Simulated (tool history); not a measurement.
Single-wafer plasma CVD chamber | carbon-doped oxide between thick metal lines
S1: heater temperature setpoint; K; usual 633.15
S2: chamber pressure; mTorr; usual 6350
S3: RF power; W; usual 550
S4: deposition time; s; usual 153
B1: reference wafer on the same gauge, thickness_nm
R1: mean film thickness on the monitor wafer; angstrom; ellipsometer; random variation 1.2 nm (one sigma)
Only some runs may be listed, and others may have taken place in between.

run,hour,S1,S2,S3,S4,B1,R1
1,0,633.15,6350,550,162,666.929,8202.71
2,4.8,633.15,6350,550,162,666.928,8195.74
3,13.2,633.15,6350,550,162,667.21,8173.1
4,21.5,633.15,6350,550,153,667.131,7743.35
5,27.5,633.15,6920,550,177,667.384,9003.6
# hour 33.4: gauge calibrated
6,44.6,633.15,6920,550,177,667.009,8977.53
7,52.7,633.15,6920,550,177,666.914,9001.98
8,65.5,626.15,6350,550,153,667.301,7843.57
9,76.4,633.15,6350,550,153,667.071,7718.24
# hour 89.1: RF generator calibrated
# hour 96.3: thermocouple changed; heater temperature recalibrated
10,96.8,622.15,5030,500,135,667.289,6521.85
11,106,633.15,6350,550,153,666.578,8003.34
# hour 122.3: capacitance manometer re-zeroed and calibrated
12,122.8,625.15,5320,550,153,667.103,8018.11
13,139.6,622.15,5390,550,177,667.103,9300.61
14,147.5,645.15,5680,580,180,666.994,9458.68
15,165,633.15,6350,550,153,666.578,7970.51
16,174.2,633.15,6350,550,153,666.597,7957.73
17,190.3,639.15,5840,645,176,666.885,10142.78
18,204.9,633.15,6350,485,179,666.776,8365.77
19,211.4,633.15,6350,645,125,667.202,7380.89
20,224.3,620.15,6350,460,153,666.716,6989.71
21,236.8,639.15,5500,550,153,666.849,7756.56
22,243.1,629.15,6350,515,153,667.134,7594.66
23,253.8,633.15,6350,550,153,667.291,7963.22
24,270.8,647.15,5870,585,166,667.064,8741.95
25,281.5,633.15,6920,550,177,666.89,9251.38
26,317.5,633.15,5330,550,153,667.019,7796.45
27,334,633.15,6840,550,176,666.787,9159.97
28,346,638.15,6350,460,153,666.988,6683.3

Below are 4 alternative next runs, each starting from the tool's condition after run 28. Predict each:
A,346.4,633.15,6350,550,153,?,?
B,346.4,633.15,6350,655,125,?,?
C,346.4,637.15,6350,515,153,?,?
D,346.4,641.15,5830,550,123,?,?

run,B1,R1
A,666.914,7940.34
B,666.914,7423.98
C,666.914,7462
D,666.914,6237.86
With no hidden state in the tool, these same runs would have given:
run,R1
A,8026.21
B,7499.54
C,7543.72
D,6305.33
